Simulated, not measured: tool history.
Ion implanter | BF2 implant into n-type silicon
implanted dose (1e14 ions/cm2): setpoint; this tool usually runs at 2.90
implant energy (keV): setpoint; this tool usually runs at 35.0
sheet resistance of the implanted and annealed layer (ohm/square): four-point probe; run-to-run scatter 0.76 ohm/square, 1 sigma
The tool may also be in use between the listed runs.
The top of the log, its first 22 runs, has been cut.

run   hour  implanted dose (1e14 ions/cm2)  implant energy (keV)  read-back reference wafer on the same gauge, sheet resistance  sheet resistance of the implanted and annealed layer (ohm/square)
 23  323.2                            2.90                  35.0                                                         329.15                                                             366.75
 24  339.2                            2.10                  45.0                                                         329.22                                                             468.36
 25  354.8                            2.90                  35.0                                                         329.03                                                             367.32
 26  369.8                            2.07                  31.5                                                         328.92                                                             493.70
 27  376.0                            2.07                  31.5                                                         329.24                                                             491.79
 28  396.9                            2.23                  45.0                                                         328.94                                                             444.92
 29  404.3                            3.61                  43.5                                                         328.84                                                             298.16
 30  411.4                            2.90                  30.5                                                         329.11                                                             372.11
 31  423.8                            3.26                  44.0                                                         329.05                                                             325.46

3 options for the next run, each taken on its own from the tool as it stands now. Forecast them:
  A  424.2                            2.90                  35.0                                                              ?                                                                  ?
  B  424.2                            3.34                  46.0                                                              ?                                                                  ?
  C  424.2                            2.90                  31.0                                                              ?                                                                  ?

run  read-back reference wafer on the same gauge, sheet resistance  sheet resistance of the implanted and annealed layer (ohm/square)
  A                                                         329.28                                                             368.25
  B                                                         329.28                                                             317.66
  C                                                         329.28                                                             371.96
What these runs would have given with no unlogged condition in the tool:
run  sheet resistance of the implanted and annealed layer (ohm/square)
  A                                                             366.08
  B                                                             315.75
  C                                                             369.77

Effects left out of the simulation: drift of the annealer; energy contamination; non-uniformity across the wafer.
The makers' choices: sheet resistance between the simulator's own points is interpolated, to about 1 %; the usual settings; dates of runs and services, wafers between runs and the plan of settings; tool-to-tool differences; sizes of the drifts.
